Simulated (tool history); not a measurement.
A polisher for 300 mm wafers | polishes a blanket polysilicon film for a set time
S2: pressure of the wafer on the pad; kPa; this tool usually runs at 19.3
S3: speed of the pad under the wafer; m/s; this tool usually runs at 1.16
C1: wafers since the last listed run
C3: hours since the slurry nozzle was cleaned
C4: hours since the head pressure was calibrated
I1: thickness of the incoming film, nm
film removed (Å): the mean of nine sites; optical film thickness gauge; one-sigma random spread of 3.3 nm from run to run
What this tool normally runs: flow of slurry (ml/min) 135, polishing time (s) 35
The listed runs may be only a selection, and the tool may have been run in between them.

Run 1, hour 0: usual settings but flow of slurry (ml/min) 155; C1 0; wafers polished on this pad 1983; C3 495.9; C4 431.9; I1 1465.4. Result: film removed (Å) 3193.
Run 2, hour 69.9: usual settings but flow of slurry (ml/min) 155; C1 773; wafers polished on this pad 2756; C3 565.8; C4 501.8; I1 1473. Result: film removed (Å) 3154.
Run 3, hour 156.1: usual settings but flow of slurry (ml/min) 155; C1 953; wafers polished on this pad 3710; C3 652; C4 588; I1 1489.3. Result: film removed (Å) 3116.
At hour 210: head pressure recalibrated.
At hour 259.1: slurry nozzle cleaned.
Run 4, hour 262.9: usual settings; C1 1148; wafers polished on this pad 4858; C3 3.8; C4 52.9; I1 1469.6. Result: film removed (Å) 2917.
Run 5, hour 330.5: usual settings; C1 747; wafers polished on this pad 5606; C3 71.4; C4 120.5; I1 1471.4. Result: film removed (Å) 2957.
Run 6, hour 435.4: usual settings; C1 1160; wafers polished on this pad 6766; C3 176.3; C4 225.4; I1 1476.3. Result: film removed (Å) 2976.
Run 7, hour 527.7: usual settings; C1 1020; wafers polished on this pad 7787; C3 268.6; C4 317.7; I1 1445. Result: film removed (Å) 2907.
Run 8, hour 570.9: usual settings; C1 477; wafers polished on this pad 8265; C3 311.8; C4 360.9; I1 1451.8. Result: film removed (Å) 2911.
Run 9, hour 641.3: usual settings; C1 778; wafers polished on this pad 9043; C3 382.2; C4 431.3; I1 1475. Result: film removed (Å) 2844.
At hour 674: worn pad replaced by a new one.
Run 10, hour 729.3: usual settings; C1 929; wafers polished on this pad 611; C3 470.2; C4 519.3; I1 1467.6. Result: film removed (Å) 2800.
Run 11, hour 765.7: usual settings; C1 402; wafers polished on this pad 1014; C3 506.6; C4 555.7; I1 1470.3. Result: film removed (Å) 2822.
Run 12, hour 872.2: usual settings; C1 1177; wafers polished on this pad 2192; C3 613.1; C4 662.2; I1 1451. Result: film removed (Å) 2790.
Run 13, hour 928.9: usual settings; C1 627; wafers polished on this pad 2819; C3 669.8; C4 718.9; I1 1448.2. Result: film removed (Å) 2686.
At hour 1003.2: head pressure recalibrated, repeated, since the last time left the tool worse.
Run 14, hour 1028.5: usual settings; C1 1079; wafers polished on this pad 3899; C3 769.4; C4 25.3; I1 1468.9. Result: film removed (Å) 3233.
At hour 1166.3: slurry nozzle cleaned.
Run 15, hour 1299: usual settings but flow of slurry (ml/min) 160, S2 14.5 kPa, S3 1.46 m/s, polishing time (s) 47; C1 2980; wafers polished on this pad 6879; C3 132.7; C4 295.8; I1 1467.9. Result: film removed (Å) 4027.
Run 16, hour 1344.7: usual settings but S3 1 m/s, polishing time (s) 26; C1 505; wafers polished on this pad 7385; C3 178.4; C4 341.5; I1 1466.4. Result: film removed (Å) 2076.
Run 17, hour 1440.7: usual settings but flow of slurry (ml/min) 100, S2 25.5 kPa, polishing time (s) 46; C1 1061; wafers polished on this pad 8447; C3 274.4; C4 437.5; I1 1493.7. Result: film removed (Å) 5059.
At hour 1487.7: worn pad replaced by a new one.
Run 18, hour 1520.8: usual settings but S3 0.98 m/s, polishing time (s) 39; C1 841; wafers polished on this pad 365; C3 354.5; C4 517.6; I1 1463.9. Result: film removed (Å) 3010.
Run 19, hour 1581.5: usual settings; C1 671; wafers polished on this pad 1036; C3 415.2; C4 578.3; I1 1474.7. Result: film removed (Å) 3100.
Run 20, hour 1648.7: usual settings but flow of slurry (ml/min) 120, S2 15.2 kPa, S3 0.84 m/s, polishing time (s) 47; C1 743; wafers polished on this pad 1780; C3 482.4; C4 645.5; I1 1451.5. Result: film removed (Å) 2355.
Run 21, hour 1724.8: usual settings; C1 841; wafers polished on this pad 2621; C3 558.5; C4 721.6; I1 1467.9. Result: film removed (Å) 3033.
At hour 1768.7: head pressure recalibrated.
Run 22, hour 1790.1: usual settings but polishing time (s) 31; C1 700; wafers polished on this pad 3322; C3 623.8; C4 21.4; I1 1443.3. Result: film removed (Å) 2818.
Run 23, hour 1858.4: usual settings; C1 755; wafers polished on this pad 4077; C3 692.1; C4 89.7; I1 1486.9. Result: film removed (Å) 3117.
Run 24, hour 1959.2: usual settings but flow of slurry (ml/min) 160, polishing time (s) 30; C1 1114; wafers polished on this pad 5192; C3 792.9; C4 190.5; I1 1491.9. Result: film removed (Å) 2826.
At hour 2003.5: slurry nozzle cleaned.
Run 25, hour 2049.6: usual settings but flow of slurry (ml/min) 160, polishing time (s) 44; C1 988; wafers polished on this pad 6181; C3 46.1; C4 280.9; I1 1493.9. Result: film removed (Å) 4198.
Run 26, hour 2112.5: usual settings but flow of slurry (ml/min) 105; C1 695; wafers polished on this pad 6877; C3 109; C4 343.8; I1 1478.9. Result: film removed (Å) 2964.
Run 27, hour 2167.6: usual settings but S3 1.32 m/s, polishing time (s) 32; C1 609; wafers polished on this pad 7486; C3 164.1; C4 398.9; I1 1474. Result: film removed (Å) 3170.
At hour 2208.8: worn pad replaced by a new one.
Run 28, hour 2215.2: usual settings but flow of slurry (ml/min) 155; C1 482; wafers polished on this pad 70; C3 211.7; C4 446.5; I1 1471.7. Result: film removed (Å) 3166.
Run 29, hour 2268.4: usual settings but flow of slurry (ml/min) 150, S2 17.2 kPa; C1 588; wafers polished on this pad 658; C3 264.9; C4 499.7; I1 1463.7. Result: film removed (Å) 2833.
Run 30, hour 2342.5: usual settings; C1 819; wafers polished on this pad 1478; C3 339; C4 573.8; I1 1464.9. Result: film removed (Å) 3107.
Run 31, hour 2384.7: usual settings but flow of slurry (ml/min) 160, polishing time (s) 45; C1 466; wafers polished on this pad 1945; C3 381.2; C4 616; I1 1454.1. Result: film removed (Å) 4107.
Run 32, hour 2470.4: usual settings but S2 16.5 kPa; C1 947; wafers polished on this pad 2893; C3 466.9; C4 701.7; I1 1475.9. Result: film removed (Å) 2545.
Run 33, hour 2539: usual settings but flow of slurry (ml/min) 120, polishing time (s) 28; C1 758; wafers polished on this pad 3651; C3 535.5; C4 770.3; I1 1497.4. Result: film removed (Å) 2370.
Run 34, hour 2582.5: usual settings but S2 22.8 kPa, S3 1.06 m/s, polishing time (s) 27; C1 481; wafers polished on this pad 4133; C3 579; C4 813.8; I1 1442.5. Result: film removed (Å) 2485.
At hour 2608.2: head pressure recalibrated.
Run 35, hour 2774.5: usual settings but S2 21.4 kPa, S3 1.32 m/s; C1 2101; wafers polished on this pad 6234; C3 771; C4 166.3; I1 1466.8. Result: film removed (Å) 3944.
Run 36, hour 2824.7: usual settings but S2 15.9 kPa; C1 555; wafers polished on this pad 6789; C3 821.2; C4 216.5; I1 1490. Result: film removed (Å) 2607.
Run 37, hour 2893: usual settings but flow of slurry (ml/min) 120; C1 755; wafers polished on this pad 7545; C3 889.5; C4 284.8; I1 1465.2. Result: film removed (Å) 3065.
At hour 2894.5: slurry nozzle cleaned.
Run 38, hour 2957.3: usual settings but flow of slurry (ml/min) 100, S2 24.1 kPa, S3 0.88 m/s, polishing time (s) 32; C1 700; wafers polished on this pad 8245; C3 62.8; C4 349.1; I1 1499. Result: film removed (Å) 2691.

What if the next run were any one of these 3? Each begins from the tool's condition after run 38:
Run A, hour 2957.7: usual settings but S2 24.1 kPa; C1 4; wafers polished on this pad 8249; C3 63.2; C4 349.5; I1 1498.2. Result: film removed (Å) ?.
Run B, hour 2957.7: usual settings but S3 1.36 m/s; C1 4; wafers polished on this pad 8249; C3 63.2; C4 349.5; I1 1498.2. Result: film removed (Å) ?.
Run C, hour 2957.7: usual settings but flow of slurry (ml/min) 120, S2 21.4 kPa, S3 1.5 m/s, polishing time (s) 44; C1 4; wafers polished on this pad 8249; C3 63.2; C4 349.5; I1 1498.2. Result: film removed (Å) ?.

run  film removed (Å)
  A              3974
  B              3656
  C              5409
Had the tool no hidden state, the same runs would have come out as:
run  film removed (Å)
  A              4012
  B              3691
  C              5462
